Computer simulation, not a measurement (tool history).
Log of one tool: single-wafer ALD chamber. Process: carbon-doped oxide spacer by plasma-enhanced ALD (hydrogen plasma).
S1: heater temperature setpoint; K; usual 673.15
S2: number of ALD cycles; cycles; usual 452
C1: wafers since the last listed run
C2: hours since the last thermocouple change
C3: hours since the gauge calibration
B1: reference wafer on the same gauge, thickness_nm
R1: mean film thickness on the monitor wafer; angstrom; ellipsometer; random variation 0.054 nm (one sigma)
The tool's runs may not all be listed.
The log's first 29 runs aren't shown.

run	hour	S1	S2	C1	C2	C3	B1	R1
30	787.2	686.15	380	32	196.9	189.2	24.1	174.45
31	818	669.15	511	31	227.7	220	24.097	244.44
32	890.9	673.15	452	74	300.6	292.9	24.119	215.77
33	911	673.15	452	20	320.7	313	24.1	215.29
34	924.2	658.15	452	13	333.9	326.2	24.103	216.56
35	949.1	673.15	452	25	358.8	351.1	24.098	216.96
36	984.5	667.15	452	36	394.2	386.5	24.114	215.6
37	1008.1	667.15	537	24	417.8	410.1	24.097	256.02
38	1021.7	673.15	389	13	431.4	423.7	24.101	186.01
39	1093.2	669.15	452	73	502.9	495.2	24.088	215.36
40	1106.5	683.15	506	13	516.2	508.5	24.118	235.44
41	1134.2	663.15	526	28	543.9	536.2	24.122	251.41
42	1147.7	673.15	452	13	557.4	549.7	24.107	215.65
43	1179.1	669.15	539	32	588.8	581.1	24.097	256.73
44	1199.3	681.15	509	20	609	601.3	24.112	237.63
45	1216	673.15	377	17	625.7	618	24.091	180.15
46	1246.3	673.15	425	31	656	648.3	24.114	203.2
47	1281.2	665.15	498	35	690.9	683.2	24.092	238.4

Forecast each of these 3 alternatives for the next run:
A	1282.3	662.15	452	1	692	684.3	?	?
B	1282.3	662.15	534	1	692	684.3	?	?
C	1282.3	683.15	410	1	692	684.3	?	?

run	B1	R1
A	24.104	215.85
B	24.104	255.01
C	24.104	190.62
Without the tool's hidden state the same runs would have given:
run	R1
A	215.85
B	255.01
C	190.62

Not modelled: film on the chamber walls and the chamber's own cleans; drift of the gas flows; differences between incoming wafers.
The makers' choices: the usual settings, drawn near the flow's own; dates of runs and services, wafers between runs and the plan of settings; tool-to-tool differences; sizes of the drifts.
